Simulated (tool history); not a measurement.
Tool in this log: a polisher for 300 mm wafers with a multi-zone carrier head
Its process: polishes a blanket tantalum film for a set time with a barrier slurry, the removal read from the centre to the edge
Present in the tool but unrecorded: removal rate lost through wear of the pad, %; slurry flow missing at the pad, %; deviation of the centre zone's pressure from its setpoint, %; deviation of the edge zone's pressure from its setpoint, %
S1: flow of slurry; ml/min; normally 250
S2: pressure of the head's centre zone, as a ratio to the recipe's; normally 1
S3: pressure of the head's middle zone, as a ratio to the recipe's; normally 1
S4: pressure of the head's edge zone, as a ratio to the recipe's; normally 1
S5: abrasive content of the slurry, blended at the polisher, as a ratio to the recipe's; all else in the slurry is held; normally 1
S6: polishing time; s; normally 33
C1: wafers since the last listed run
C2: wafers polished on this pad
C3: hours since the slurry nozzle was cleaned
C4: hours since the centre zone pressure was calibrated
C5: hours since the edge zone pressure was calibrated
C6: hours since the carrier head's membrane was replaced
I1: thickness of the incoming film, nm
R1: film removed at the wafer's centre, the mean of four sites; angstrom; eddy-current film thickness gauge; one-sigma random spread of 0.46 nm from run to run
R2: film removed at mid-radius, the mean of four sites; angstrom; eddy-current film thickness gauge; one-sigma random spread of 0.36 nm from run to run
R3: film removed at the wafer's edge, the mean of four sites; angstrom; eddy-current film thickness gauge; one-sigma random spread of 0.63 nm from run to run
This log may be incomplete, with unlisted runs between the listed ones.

| run | hour | S1 | S2 | S3 | S4 | S5 | S6 | C1 | C2 | C3 | C4 | C5 | C6 | I1 | R1 | R2 | R3 |
|---|---|---|---|---|---|---|---|---|---|---|---|---|---|---|---|---|---|
| 1 | 0 | 250 | 1 | 1 | 0.91 | 1 | 33 | 0 | 2005 | 261.9 | 50.7 | 566.8 | 982.5 | 330.5 | 466 | 478 | 463 |
|  | 26.9 | slurry nozzle cleaned |
|  | 49.4 | worn pad replaced by a new one |
| 2 | 51 | 250 | 1 | 1 | 0.91 | 1 | 33 | 584 | 19 | 24.1 | 101.7 | 617.8 | 1033.5 | 331.7 | 512 | 525 | 518 |
| 3 | 107.7 | 250 | 1 | 1 | 1 | 1 | 33 | 720 | 740 | 80.8 | 158.4 | 674.5 | 1090.2 | 330 | 486 | 497 | 512 |
| 4 | 163 | 250 | 1 | 1 | 1 | 1 | 33 | 702 | 1443 | 136.1 | 213.7 | 729.8 | 1145.5 | 323.9 | 477 | 487 | 488 |
|  | 171.8 | edge zone pressure recalibrated |
| 5 | 187.2 | 250 | 1.09 | 1 | 1 | 1 | 33 | 282 | 1725 | 160.3 | 237.9 | 15.4 | 1169.7 | 333.7 | 496 | 488 | 490 |
| 6 | 227.6 | 250 | 1 | 1 | 1 | 1.1 | 33 | 513 | 2238 | 200.7 | 278.3 | 55.8 | 1210.1 | 329.1 | 478 | 498 | 482 |
| 7 | 266.4 | 250 | 1 | 1 | 1 | 1 | 27 | 493 | 2732 | 239.5 | 317.1 | 94.6 | 1248.9 | 334.5 | 377 | 389 | 397 |
|  | 277.3 | worn pad replaced by a new one |
|  | 296.2 | slurry nozzle cleaned |
| 8 | 337.4 | 250 | 1 | 1 | 1 | 1 | 27 | 838 | 750 | 41.2 | 388.1 | 165.6 | 1319.9 | 324.6 | 404 | 408 | 412 |
|  | 366.7 | carrier head's membrane replaced by a new one |
| 9 | 402.2 | 250 | 1 | 1 | 1 | 1 | 36 | 760 | 1510 | 106 | 452.9 | 230.4 | 35.5 | 329 | 524 | 534 | 535 |
| 10 | 428.8 | 250 | 1 | 1 | 1 | 1.1 | 33 | 338 | 1848 | 132.6 | 479.5 | 257 | 62.1 | 330.3 | 485 | 502 | 495 |
|  | 501.5 | worn pad replaced by a new one |
| 11 | 502 | 250 | 1 | 1 | 1 | 1 | 33 | 879 | 6 | 205.8 | 552.7 | 330.2 | 135.3 | 328.3 | 518 | 529 | 533 |
| 12 | 562.2 | 250 | 1 | 0.9 | 1 | 1.15 | 38 | 765 | 771 | 266 | 612.9 | 390.4 | 195.5 | 330.4 | 581 | 546 | 606 |
| 13 | 594.4 | 250 | 0.94 | 1 | 1 | 1 | 33 | 409 | 1180 | 298.2 | 645.1 | 422.6 | 227.7 | 329.2 | 464 | 494 | 498 |
|  | 628.3 | centre zone pressure recalibrated |
| 14 | 633.4 | 250 | 1 | 1 | 0.91 | 1 | 45 | 470 | 1650 | 337.2 | 5.1 | 461.6 | 266.7 | 328.3 | 640 | 654 | 660 |
|  | 654.9 | slurry nozzle cleaned |
| 15 | 659.8 | 250 | 1 | 1 | 1 | 1.15 | 33 | 322 | 1973 | 4.9 | 31.5 | 488 | 293.1 | 325.8 | 482 | 497 | 502 |
| 16 | 705 | 250 | 1.1 | 1 | 1 | 1 | 33 | 574 | 2548 | 50.1 | 76.7 | 533.2 | 338.3 | 334.7 | 501 | 481 | 490 |
|  | 712.9 | worn pad replaced by a new one |
| 17 | 736.2 | 250 | 1 | 1 | 1 | 1 | 33 | 345 | 296 | 81.3 | 107.9 | 564.4 | 369.5 | 330.5 | 506 | 513 | 522 |
| 18 | 806.5 | 320 | 1.08 | 1 | 1.07 | 0.7 | 33 | 893 | 1189 | 151.6 | 178.2 | 634.7 | 439.8 | 335.1 | 476 | 467 | 483 |
| 19 | 852.5 | 250 | 1 | 1.1 | 1 | 0.8 | 33 | 584 | 1774 | 197.6 | 224.2 | 680.7 | 485.8 | 333.3 | 445 | 499 | 469 |
| 20 | 890.9 | 205 | 1 | 1 | 0.94 | 1.15 | 33 | 488 | 2262 | 236 | 262.6 | 719.1 | 524.2 | 334.1 | 477 | 479 | 479 |
|  | 933.1 | slurry nozzle cleaned |
| 21 | 952.3 | 185 | 1 | 1.05 | 1 | 1 | 43 | 767 | 3029 | 19.2 | 324 | 780.5 | 585.6 | 334.1 | 579 | 624 | 611 |

Branching from run 21: 4 alternative next runs. What would each branch give?
| A | 952.7 | 250 | 1 | 1 | 1 | 1 | 33 | 5 | 3035 | 19.6 | 324.4 | 780.9 | 586 | 330.6 | ? | ? | ? |
| B | 952.7 | 325 | 1 | 1 | 1 | 1 | 40 | 5 | 3035 | 19.6 | 324.4 | 780.9 | 586 | 330.6 | ? | ? | ? |
| C | 952.7 | 250 | 1 | 1 | 1.1 | 1 | 33 | 5 | 3035 | 19.6 | 324.4 | 780.9 | 586 | 330.6 | ? | ? | ? |
| D | 952.7 | 250 | 1 | 1 | 1 | 1.2 | 33 | 5 | 3035 | 19.6 | 324.4 | 780.9 | 586 | 330.6 | ? | ? | ? |

| run | R1 | R2 | R3 |
|---|---|---|---|
| A | 468 | 471 | 484 |
| B | 583 | 585 | 598 |
| C | 468 | 471 | 502 |
| D | 486 | 489 | 503 |
Stripped of hidden state, with their random variation kept, the same runs would have yielded:
| run | R1 | R2 | R3 |
|---|---|---|---|
| A | 525 | 529 | 544 |
| B | 655 | 658 | 672 |
| C | 525 | 529 | 564 |
| D | 545 | 549 | 564 |

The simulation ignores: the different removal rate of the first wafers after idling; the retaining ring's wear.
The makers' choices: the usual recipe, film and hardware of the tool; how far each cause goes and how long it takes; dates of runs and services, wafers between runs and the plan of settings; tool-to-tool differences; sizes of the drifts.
